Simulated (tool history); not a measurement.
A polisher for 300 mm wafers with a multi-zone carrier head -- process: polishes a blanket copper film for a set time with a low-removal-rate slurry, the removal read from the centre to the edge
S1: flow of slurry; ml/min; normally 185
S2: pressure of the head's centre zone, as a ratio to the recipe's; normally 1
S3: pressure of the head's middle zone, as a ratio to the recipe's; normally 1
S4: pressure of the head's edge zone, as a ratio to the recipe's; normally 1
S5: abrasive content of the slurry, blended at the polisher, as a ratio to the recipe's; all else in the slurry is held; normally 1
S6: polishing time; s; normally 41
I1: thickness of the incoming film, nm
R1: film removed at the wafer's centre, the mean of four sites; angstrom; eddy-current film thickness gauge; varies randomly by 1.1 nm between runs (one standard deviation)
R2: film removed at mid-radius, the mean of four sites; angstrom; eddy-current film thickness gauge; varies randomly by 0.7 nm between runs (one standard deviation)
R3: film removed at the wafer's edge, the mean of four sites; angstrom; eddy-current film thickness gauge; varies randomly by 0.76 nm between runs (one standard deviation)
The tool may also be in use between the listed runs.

run     day   S1    S2    S3    S4    S5  S6      I1   R1    R2   R3
  1       0  185     1     1  1.03     1  41  1054.8  791   799  830
  2     3.1  185  0.94  0.89     1   0.7  41  1041.7  703   625  718
      4.633  -- slurry nozzle cleaned
  3   4.921  185     1  1.03     1     1  41  1043.6  811   794  801
  4   8.925  185     1     1     1     1  41  1045.8  779   774  797
  5  11.988  185  1.12     1     1     1  41    1043  807   770  776
  6  13.708  185     1     1  1.06     1  41  1059.5  787   765  790
  7    15.4  215     1  1.12     1     1  48  1048.5  951  1030  900
  8  17.546  150  1.09  0.95     1  0.75  41  1046.1  698   635  671
  9  19.188  185     1     1     1     1  41  1024.4  755   750  769
 10  21.258  185     1     1     1     1  41  1034.2  759   749  760
     22.258  -- centre zone pressure recalibrated
 11  24.725  185     1     1     1     1  41  1035.5  739   723  742
     25.683  -- worn pad replaced by a new one
     26.471  -- edge zone pressure recalibrated
 12  28.767  160  1.06  1.05     1   0.8  41  1040.1  746   758  715
 13  30.896  185     1     1     1     1  41  1048.6  809   780  801
     31.108  -- slurry nozzle cleaned
 14  34.017  185     1     1     1     1  41  1038.8  797   783  793
 15  36.792  185     1     1     1     1  35  1041.2  684   676  663
 16   48.15  185     1     1     1     1  41  1016.8  769   760  763
     50.683  -- worn pad replaced by a new one
     51.104  -- edge zone pressure recalibrated
 17  52.088  210     1  1.04  1.08   0.8  41  1040.4  761   782  803
 18  53.829  135  1.07     1  1.06     1  41  1041.9  786   729  791
 19  55.596  185     1     1     1     1  41    1049  810   793  805
 20  57.296  235     1     1     1   1.3  41  1038.3  894   880  893
 21    59.5  185     1     1  1.09     1  41  1037.9  804   798  841
     60.788  -- carrier head's membrane replaced by a new one
     60.875  -- slurry nozzle cleaned
 22  62.729  185     1     1     1     1  41  1035.5  815   775  794

Each row is a separate what-if for the run after 22, all from the same tool condition, not one after another. Results?
  A  62.746  185     1   1   1     1  41  1040.6   ?   ?   ?
  B  62.746  145     1   1   1  0.85  41  1040.6   ?   ?   ?
  C  62.746  185  0.91   1   1     1  41  1040.6   ?   ?   ?

run   R1   R2   R3
  A  791  781  800
  B  714  709  735
  C  763  781  800
What these runs would have given with no unlogged condition in the tool:
run   R1   R2   R3
  A  801  792  811
  B  724  719  745
  C  774  792  811
